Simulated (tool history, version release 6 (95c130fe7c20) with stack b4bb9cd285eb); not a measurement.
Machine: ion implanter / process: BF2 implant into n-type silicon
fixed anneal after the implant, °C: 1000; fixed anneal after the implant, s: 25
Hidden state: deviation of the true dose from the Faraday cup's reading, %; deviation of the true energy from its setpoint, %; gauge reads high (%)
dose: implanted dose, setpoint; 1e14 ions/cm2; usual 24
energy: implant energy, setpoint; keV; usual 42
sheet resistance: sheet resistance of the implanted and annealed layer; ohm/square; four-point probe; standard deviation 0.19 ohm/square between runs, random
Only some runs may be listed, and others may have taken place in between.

run	hour	dose	energy	wafers since the last listed run	hours since the last dose calibration	hours since the extraction supply was calibrated	hours since the gauge calibration	read-back reference wafer on the same gauge, sheet resistance	sheet resistance
1	0	24	33	0	2023.8	5593.6	111.5	139.96	144.19
2	10	24	42	247	2033.8	5603.6	121.5	139.97	127.3
3	17.7	24	42	190	2041.5	5611.3	129.2	140.04	127.67
4	34.1	24	42	406	2057.9	5627.7	145.6	140	127.31
5	50	24	42	393	2073.8	5643.6	161.5	140.01	127.42
6	56.7	24	42	165	2080.5	5650.3	168.2	139.97	127.32
7	64.6	24	42	195	2088.4	5658.2	176.1	140.03	127.57
8	72.1	24	42	185	2095.9	5665.7	183.6	140.03	127.59
9	86.3	24	42	351	2110.1	5679.9	197.8	140.02	127.14
10	102.6	24	42	403	2126.4	5696.2	214.1	139.95	127.51
11	119.9	24	42	428	2143.7	5713.5	231.4	139.96	127.08
12	132.3	24	42	307	2156.1	5725.9	243.8	139.96	127.55
# hour 160.3: extraction supply calibrated
13	174.5	24	42	846	2198.3	14.2	286	140.01	127.25
14	185	24	42	260	2208.8	24.7	296.5	140.01	127.24
# hour 193.3: Faraday cup replaced and dose calibrated
15	199.7	24	42	165	6.4	39.4	311.2	139.99	127.27
16	224.6	17.3	42	616	31.3	64.3	336.1	139.98	131.99
17	234.3	26.07	33	240	41	74	345.8	139.99	143.32
18	248.3	21.56	55	346	55	88	359.8	139.96	111.36
19	260.2	24	42	294	66.9	99.9	371.7	139.94	127.56
# hour 262.1: gauge calibrated
20	271.7	25.92	47.5	284	78.4	111.4	9.6	140.04	118.2
21	280.4	28.16	42	215	87.1	120.1	18.3	139.99	125.77
22	287.6	28.86	33	178	94.3	127.3	25.5	140.01	142.61
23	295.8	30.65	42	203	102.5	135.5	33.7	139.96	125.47
24	305.7	24	42	245	112.4	145.4	43.6	139.99	127.27
25	322.9	24	42	425	129.6	162.6	60.8	139.98	127.09
26	333.3	24	53	257	140	173	71.2	140.01	112.06
27	344.4	27.08	54.5	274	151.1	184.1	82.3	139.97	109.09
28	360.7	24	31.5	403	167.4	200.4	98.6	140	147.76
29	367.8	17.25	36.5	175	174.5	207.5	105.7	140.03	141.35
30	375	25.92	47.5	178	181.7	214.7	112.9	139.97	118.49
31	390.2	21.54	55	376	196.9	229.9	128.1	139.98	111.26
32	404.6	18.82	53.5	356	211.3	244.3	142.5	140.02	115.54
33	419.4	24	42	366	226.1	259.1	157.3	140.09	127.51
34	435.9	24	35	408	242.6	275.6	173.8	140.06	140.06
35	445	18.05	34	225	251.7	284.7	182.9	139.97	145.79
36	455.5	28.98	46	260	262.2	295.2	193.4	140	119.34

Hidden state at the last listed run before each entry between runs and at the first one after, where it differs:
Runs 12 to 13: extraction supply calibrated (hour 160.3)
  the hidden state is the same at both runs
Runs 14 to 15: Faraday cup replaced and dose calibrated (hour 193.3)
  the hidden state is the same at both runs
Runs 19 to 20: gauge calibrated (hour 262.1)
  the hidden state is the same at both runs

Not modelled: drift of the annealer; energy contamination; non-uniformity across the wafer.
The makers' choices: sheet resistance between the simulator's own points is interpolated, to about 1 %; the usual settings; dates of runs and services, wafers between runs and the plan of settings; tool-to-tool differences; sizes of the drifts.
